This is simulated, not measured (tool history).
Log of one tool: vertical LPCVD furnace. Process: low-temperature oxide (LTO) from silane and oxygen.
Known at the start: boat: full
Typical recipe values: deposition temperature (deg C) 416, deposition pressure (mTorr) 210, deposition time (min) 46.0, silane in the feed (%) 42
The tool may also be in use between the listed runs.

run	hour	deposition temperature (deg C)	deposition pressure (mTorr)	deposition time (min)	silane in the feed (%)	wafers since the last listed run	hours since the last temperature calibration	hours since the pressure gauge was zeroed	hours since the silane flow controller was replaced	hours since the gauge calibration	read-back reference wafer on the same gauge, thickness	film thickness on the monitor wafer in the middle of the boat (angstrom)
1	0.0	416	210	46.0	42	0	4154.9	2035.3	6050.6	91.6	446.97	5530.2
2	13.9	416	210	46.0	42	216	4168.8	2049.2	6064.5	105.5	446.89	5531.0
3	24.4	416	210	46.0	42	163	4179.3	2059.7	6075.0	116.0	446.98	5525.3
4	37.6	416	210	46.0	42	206	4192.5	2072.9	6088.2	129.2	447.00	5520.7
5	49.4	416	210	46.0	42	184	4204.3	2084.7	6100.0	141.0	447.06	5523.1
# hour 79.7: pressure gauge zeroed
6	80.2	416	210	46.0	42	106	4235.1	0.5	6130.8	171.8	447.01	5233.7
7	84.2	423	210	46.0	42	62	4239.1	4.5	6134.8	175.8	447.03	5609.5
8	88.3	416	210	46.0	42	63	4243.2	8.6	6138.9	179.9	447.04	5234.5
9	95.4	416	210	46.0	42	110	4250.3	15.7	6146.0	187.0	447.07	5247.5
10	103.2	412	170	46.0	37	121	4258.1	23.5	6153.8	194.8	446.89	3497.8
11	113.2	416	225	32.0	42	156	4268.1	33.5	6163.8	204.8	447.01	3907.2
12	122.4	416	210	46.0	50	143	4277.3	42.7	6173.0	214.0	446.96	6152.9
# hour 144.7: gauge calibrated
# hour 152.1: thermocouples replaced and temperature profile calibrated
# hour 168.5: silane flow controller replaced
13	169.0	416	210	46.0	42	96	16.9	89.3	0.5	24.3	446.95	5251.2
14	173.1	416	240	46.0	36	63	21.0	93.4	4.6	28.4	446.91	5016.7
15	177.2	416	235	46.0	42	63	25.1	97.5	8.7	32.5	447.02	5875.9
16	181.2	416	210	46.0	42	62	29.1	101.5	12.7	36.5	447.07	5246.7
17	185.3	416	170	46.0	36	63	33.2	105.6	16.8	40.6	447.03	3535.2
18	195.4	416	250	39.0	46	157	43.3	115.7	26.9	50.7	446.95	5813.6
19	242.7	406	210	28.0	48	738	90.6	163.0	74.2	98.0	447.00	3290.7

Consider 3 possible next runs. They are alternatives, not a sequence: every one starts from the tool as it was left by run 19. What does each give?
A	246.9	416	210	46.0	42	65	94.8	167.2	78.4	102.2	?	?
B	246.9	423	160	64.0	42	65	94.8	167.2	78.4	102.2	?	?
C	246.9	405	235	38.5	34	65	94.8	167.2	78.4	102.2	?	?

run	read-back reference wafer on the same gauge, thickness	film thickness on the monitor wafer in the middle of the boat (angstrom)
A	447.01	5258.3
B	447.01	5970.6
C	447.01	3383.7
Without the tool's hidden state the same runs would have given:
run	film thickness on the monitor wafer in the middle of the boat (angstrom)
A	5286.4
B	6012.6
C	3399.9

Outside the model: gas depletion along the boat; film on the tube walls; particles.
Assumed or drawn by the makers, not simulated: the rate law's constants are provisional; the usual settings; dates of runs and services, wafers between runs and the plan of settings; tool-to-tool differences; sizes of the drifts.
